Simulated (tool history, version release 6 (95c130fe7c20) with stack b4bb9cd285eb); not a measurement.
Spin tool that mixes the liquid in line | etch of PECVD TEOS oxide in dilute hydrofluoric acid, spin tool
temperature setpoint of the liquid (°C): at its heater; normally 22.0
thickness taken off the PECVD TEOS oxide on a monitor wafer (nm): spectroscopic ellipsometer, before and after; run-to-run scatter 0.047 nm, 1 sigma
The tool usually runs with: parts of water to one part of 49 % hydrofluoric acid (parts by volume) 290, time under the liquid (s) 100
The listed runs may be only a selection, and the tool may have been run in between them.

run,hour,temperature setpoint of the liquid (°C),parts of water to one part of 49 % hydrofluoric acid (parts by volume),time under the liquid (s),"read-back film thickness of the PECVD TEOS oxide reference wafer, read on the same gauge (nm)",thickness taken off the PECVD TEOS oxide on a monitor wafer (nm)
1,0.0,22.0,290,100,89.99,5.37
2,51.8,22.0,290,100,89.97,5.30
3,94.9,22.0,290,125,90.02,6.70
4,155.6,22.0,290,100,89.97,5.33
5,261.6,22.0,290,100,89.98,5.27
6,331.1,22.0,290,100,90.02,5.21
7,368.3,22.0,395,100,90.00,3.53
8,464.6,22.0,395,100,89.98,3.44
9,552.4,22.0,395,100,89.99,3.48
10,635.0,22.0,250,100,90.04,6.29
# hour 637.9: hydrofluoric acid flow meter replaced
11,701.3,22.0,250,100,89.99,6.69
12,791.7,23.5,290,100,89.97,5.83
# hour 809.8: gauge calibrated
13,1040.8,22.0,240,100,89.95,6.91
14,1089.6,22.0,240,100,90.00,6.87
15,1166.5,26.5,415,65,90.02,2.55
16,1223.2,22.0,395,100,89.98,3.55
17,1281.2,23.5,340,100,89.99,4.60
18,1364.8,22.0,290,145,90.05,7.78
19,1451.6,19.5,390,140,90.00,4.61
# hour 1534.2: thermometer replaced
20,1540.8,22.0,170,60,89.98,6.10
21,1588.1,22.0,385,100,89.94,3.70
22,1661.6,27.0,160,100,89.94,13.14
23,1706.3,24.0,360,45,89.99,1.94
24,1811.3,22.0,290,100,89.98,5.23
25,1853.3,25.5,410,80,89.98,2.96
26,2044.1,22.0,290,100,89.98,5.19
27,2081.1,22.0,175,60,89.96,5.82
28,2171.2,22.0,290,100,89.97,5.15
# hour 2186.9: gauge calibrated
29,2212.8,22.0,290,80,90.02,4.17
# hour 2258.7: hydrofluoric acid flow meter replaced
30,2282.2,25.5,150,100,89.97,13.93
31,2381.3,19.5,290,100,90.01,4.97
32,2439.0,20.0,290,125,89.93,6.43
33,2499.2,18.5,425,75,90.06,2.22
34,2551.9,22.0,290,100,89.95,5.51

Below, each run's measurement less what the same run would have read without the hidden state. Both values contain the same run-to-run variation, but the gauge's scatter may not be the same in both:
What the log doesn't record here: liquid hotter than its thermometer reads (K); hydrofluoric acid flow below the setpoint (%); gauge reads high (%).
run,thickness taken off the PECVD TEOS oxide on a monitor wafer (nm)
1,-0.25
2,-0.25
3,-0.34
4,-0.28
5,-0.30
6,-0.31
7,-0.23
8,-0.24
9,-0.26
10,-0.45
11,-0.10
12,-0.11
13,-0.19
14,-0.21
15,-0.09
16,-0.14
17,-0.18
18,-0.33
19,-0.22
20,-0.28
21,-0.20
22,-0.68
23,-0.12
24,-0.32
25,-0.21
26,-0.37
27,-0.40
28,-0.39
29,-0.33
30,-0.10
31,-0.06
32,-0.09
33,-0.04
34,-0.10
